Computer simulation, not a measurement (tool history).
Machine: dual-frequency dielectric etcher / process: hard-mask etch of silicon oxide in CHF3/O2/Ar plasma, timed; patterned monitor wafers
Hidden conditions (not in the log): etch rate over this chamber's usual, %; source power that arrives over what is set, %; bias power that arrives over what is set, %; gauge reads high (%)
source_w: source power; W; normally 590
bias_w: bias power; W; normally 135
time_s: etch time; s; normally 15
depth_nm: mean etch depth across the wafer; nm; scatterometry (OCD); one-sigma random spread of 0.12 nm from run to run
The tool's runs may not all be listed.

run	day	source_w	bias_w	time_s	wafers since the last listed run	hours since the last wet clean	hours since the last source power generator calibration	hours since the last bias power generator calibration	hours since the last upper electrode change	hours since the gauge calibration	read-back reference wafer on the same gauge, depth_nm	depth_nm
1	0	590	135	15	0	56.2	1555.7	1281.8	3150.3	842.3	21.55	25.86
2	2.475	590	135	15	626	115.6	1615.1	1341.2	3209.7	901.7	21.58	25.94
3	5.825	590	135	15	848	196	1695.5	1421.6	3290.1	982.1	21.61	26.07
4	16.392	590	135	15	2675	449.6	1949.1	1675.2	3543.7	1235.7	21.66	26.45
5	18.904	590	135	15	636	509.9	2009.4	1735.5	3604	1296	21.57	26.39
6	23.367	590	135	15	1129	617	2116.5	1842.6	3711.1	1403.1	21.56	26.57
# day 23.988: gauge calibrated
# day 24.592: wet clean of the chamber
7	27.633	590	135	15	827	73	2218.9	1945	3813.5	87.5	21.64	26
8	30.85	590	135	15	814	150.2	2296.1	2022.2	3890.7	164.7	21.54	25.96
# day 31.117: source power generator calibrated
9	35.088	590	135	15	1030	251.9	95.3	2123.9	3992.4	266.4	21.62	26.14
10	38.742	630	135	15	925	339.6	183	2211.6	4080.1	354.1	21.54	26.87
11	41.183	590	135	13	618	398.2	241.6	2270.2	4138.7	412.7	21.58	22.73
12	44.667	710	135	19	881	481.8	325.2	2353.8	4222.3	496.3	21.6	35.21
13	46.446	590	135	15	450	524.5	367.9	2396.5	4265	539	21.57	26.37
14	48.296	590	135	18	468	568.9	412.3	2440.9	4309.4	583.4	21.57	31.55
# day 49.533: wet clean of the chamber
# day 50.296: upper electrode replaced, of another model than before
# day 57.992: bias power generator calibrated
15	61.446	550	126	11.5	2839	285.9	727.9	82.9	267.6	899	21.58	19.05
16	64.704	590	151	15	824	364.1	806.1	161.1	345.8	977.2	21.58	26.5
17	68.233	590	117	15	893	448.8	890.8	245.8	430.5	1061.9	21.59	25.97
18	70.883	590	135	15	670	512.4	954.4	309.4	494.1	1125.5	21.56	26.33
19	74.654	590	107	15	954	602.9	1044.9	399.9	584.6	1216	21.58	25.67
20	77.621	590	135	15	751	674.1	1116.1	471.1	655.8	1287.2	21.61	26.64

Forecast each of these 4 alternatives for the next run:
A	77.638	590	135	15	4	674.5	1116.5	471.5	656.2	1287.6	?	?
B	77.638	590	135	11	4	674.5	1116.5	471.5	656.2	1287.6	?	?
C	77.638	740	104	17	4	674.5	1116.5	471.5	656.2	1287.6	?	?
D	77.638	720	107	13.5	4	674.5	1116.5	471.5	656.2	1287.6	?	?

run	read-back reference wafer on the same gauge, depth_nm	depth_nm
A	21.57	26.48
B	21.57	19.42
C	21.57	33.31
D	21.57	26.12
Take away the tool's hidden state, keep each run's random variation, and the runs would have read:
run	depth_nm
A	25.88
B	18.98
C	32.55
D	25.53

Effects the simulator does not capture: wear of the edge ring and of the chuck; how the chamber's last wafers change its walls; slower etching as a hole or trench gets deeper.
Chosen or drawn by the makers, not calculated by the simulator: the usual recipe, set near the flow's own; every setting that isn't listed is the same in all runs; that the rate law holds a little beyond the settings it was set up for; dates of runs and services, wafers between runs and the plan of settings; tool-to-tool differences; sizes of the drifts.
